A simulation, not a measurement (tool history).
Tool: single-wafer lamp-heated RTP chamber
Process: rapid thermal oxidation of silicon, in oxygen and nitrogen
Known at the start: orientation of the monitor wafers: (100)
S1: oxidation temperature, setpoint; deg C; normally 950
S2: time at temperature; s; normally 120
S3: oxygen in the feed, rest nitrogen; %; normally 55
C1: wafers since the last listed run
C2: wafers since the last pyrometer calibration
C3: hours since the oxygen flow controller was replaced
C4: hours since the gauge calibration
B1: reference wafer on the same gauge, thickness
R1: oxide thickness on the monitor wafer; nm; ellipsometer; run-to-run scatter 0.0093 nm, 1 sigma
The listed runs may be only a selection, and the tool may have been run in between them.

run 1 day=0.000 | S1=950 S2=120 S3=55 | C1=0 C2=5817 C3=2814.6 C4=505.8 | B1=3.985 | R1=4.534
-- day=1.679 pyrometer window cleaned and pyrometer calibrated
run 2 day=2.400 | S1=929 S2=120 S3=55 | C1=787 C2=274 C3=2872.2 C4=563.4 | B1=3.988 | R1=3.907
run 3 day=3.504 | S1=929 S2=120 S3=55 | C1=420 C2=694 C3=2898.7 C4=589.9 | B1=3.989 | R1=3.905
run 4 day=4.746 | S1=950 S2=120 S3=55 | C1=473 C2=1168 C3=2928.5 C4=619.7 | B1=3.989 | R1=4.526
run 5 day=6.808 | S1=950 S2=120 S3=55 | C1=785 C2=1953 C3=2978.0 C4=669.2 | B1=3.993 | R1=4.539
run 6 day=8.650 | S1=950 S2=120 S3=55 | C1=701 C2=2655 C3=3022.2 C4=713.4 | B1=3.993 | R1=4.534
run 7 day=13.167 | S1=950 S2=120 S3=55 | C1=1721 C2=4376 C3=3130.6 C4=821.8 | B1=3.994 | R1=4.544
run 8 day=14.812 | S1=950 S2=120 S3=55 | C1=627 C2=5003 C3=3170.1 C4=861.3 | B1=3.994 | R1=4.525
-- day=16.821 pyrometer window cleaned and pyrometer calibrated
run 9 day=17.696 | S1=950 S2=133 S3=55 | C1=971 C2=333 C3=3239.3 C4=930.5 | B1=3.995 | R1=4.736
run 10 day=20.017 | S1=950 S2=120 S3=55 | C1=884 C2=1217 C3=3295.0 C4=986.2 | B1=3.998 | R1=4.527
run 11 day=22.688 | S1=950 S2=120 S3=55 | C1=1017 C2=2235 C3=3359.1 C4=1050.3 | B1=3.999 | R1=4.544
run 12 day=25.050 | S1=950 S2=120 S3=55 | C1=900 C2=3135 C3=3415.8 C4=1107.0 | B1=3.997 | R1=4.534
run 13 day=27.267 | S1=950 S2=120 S3=55 | C1=844 C2=3980 C3=3469.0 C4=1160.2 | B1=3.997 | R1=4.541
run 14 day=29.262 | S1=950 S2=147 S3=55 | C1=760 C2=4740 C3=3516.9 C4=1208.1 | B1=3.998 | R1=4.949
run 15 day=30.779 | S1=950 S2=147 S3=55 | C1=577 C2=5318 C3=3553.3 C4=1244.5 | B1=3.999 | R1=4.945
run 16 day=32.150 | S1=950 S2=147 S3=55 | C1=522 C2=5840 C3=3586.2 C4=1277.4 | B1=4.000 | R1=4.951
run 17 day=33.258 | S1=963 S2=167 S3=55 | C1=422 C2=6263 C3=3612.8 C4=1304.0 | B1=4.002 | R1=5.779
run 18 day=34.383 | S1=950 S2=120 S3=55 | C1=428 C2=6691 C3=3639.8 C4=1331.0 | B1=4.000 | R1=4.556
-- day=34.950 pyrometer window cleaned and pyrometer calibrated
run 19 day=35.488 | S1=950 S2=120 S3=27 | C1=293 C2=205 C3=3666.3 C4=1357.5 | B1=4.000 | R1=3.694
run 20 day=38.446 | S1=950 S2=120 S3=27 | C1=1127 C2=1332 C3=3737.3 C4=1428.5 | B1=4.001 | R1=3.700
run 21 day=41.179 | S1=968 S2=146 S3=32 | C1=1041 C2=2374 C3=3802.9 C4=1494.1 | B1=4.001 | R1=4.732
run 22 day=46.929 | S1=934 S2=154 S3=72 | C1=2191 C2=4565 C3=3940.9 C4=1632.1 | B1=4.003 | R1=4.886
-- day=52.192 pyrometer window cleaned and pyrometer calibrated
run 23 day=52.775 | S1=950 S2=86 S3=77 | C1=2100 C2=222 C3=4081.2 C4=1772.4 | B1=4.002 | R1=4.409
-- day=53.992 oxygen flow controller replaced
run 24 day=55.529 | S1=950 S2=120 S3=55 | C1=922 C2=1145 C3=36.9 C4=1838.5 | B1=4.004 | R1=4.530
run 25 day=57.058 | S1=950 S2=120 S3=55 | C1=582 C2=1727 C3=73.6 C4=1875.2 | B1=4.003 | R1=4.567
run 26 day=58.221 | S1=938 S2=92 S3=46 | C1=442 C2=2170 C3=101.5 C4=1903.1 | B1=4.004 | R1=3.590
run 27 day=60.125 | S1=950 S2=120 S3=55 | C1=725 C2=2896 C3=147.2 C4=1948.8 | B1=4.002 | R1=4.551
-- day=64.246 gauge calibrated
-- day=67.804 pyrometer window cleaned and pyrometer calibrated
run 28 day=67.967 | S1=950 S2=84 S3=67 | C1=2861 C2=61 C3=335.4 C4=89.3 | B1=3.964 | R1=4.145
run 29 day=69.454 | S1=950 S2=120 S3=68 | C1=566 C2=627 C3=371.1 C4=125.0 | B1=3.967 | R1=4.844
run 30 day=70.738 | S1=959 S2=162 S3=37 | C1=489 C2=1116 C3=401.9 C4=155.8 | B1=3.970 | R1=4.812
run 31 day=72.017 | S1=950 S2=120 S3=76 | C1=487 C2=1604 C3=432.6 C4=186.5 | B1=3.969 | R1=5.004
run 32 day=74.825 | S1=942 S2=167 S3=73 | C1=1070 C2=2674 C3=500.0 C4=253.9 | B1=3.974 | R1=5.371
run 33 day=75.883 | S1=950 S2=120 S3=55 | C1=403 C2=3077 C3=525.4 C4=279.3 | B1=3.976 | R1=4.494
run 34 day=78.750 | S1=950 S2=120 S3=55 | C1=1092 C2=4170 C3=594.2 C4=348.1 | B1=3.976 | R1=4.522
run 35 day=81.138 | S1=950 S2=120 S3=47 | C1=909 C2=5079 C3=651.5 C4=405.4 | B1=3.980 | R1=4.317
-- day=82.567 pyrometer window cleaned and pyrometer calibrated
run 36 day=83.692 | S1=964 S2=120 S3=55 | C1=846 C2=428 C3=712.8 C4=466.7 | B1=3.980 | R1=5.009

Some steps in R1, run to run, broken into two amounts with sign: the step expected even without the hidden condition (settings, incoming material, random variation), and the rest, left for the hidden condition together with whatever gauge scatter is not in both the measured and the hidden-condition-free result:
The hidden state here: true wafer temperature minus pyrometer reading, K; deviation of the oxygen flow from its setpoint, %; gauge reads high (%).
Run 17 -> 18: S1 963 -> 950, S2 167 -> 120. R1 -1.223 nm: hidden state -0.011, all else -1.212.
Run 20 -> 21: S1 950 -> 968, S2 120 -> 146, S3 27 -> 32. R1 +1.032 nm: hidden state +0.012, all else +1.020.
Run 25 -> 26: S1 950 -> 938, S2 120 -> 92, S3 55 -> 46. R1 -0.977 nm: hidden state -0.011, all else -0.966.
Run 27 -> 28: S2 120 -> 84, S3 55 -> 67, gauge calibrated, pyrometer window cleaned and pyrometer calibrated. R1 -0.406 nm: hidden state -0.046, all else -0.360.
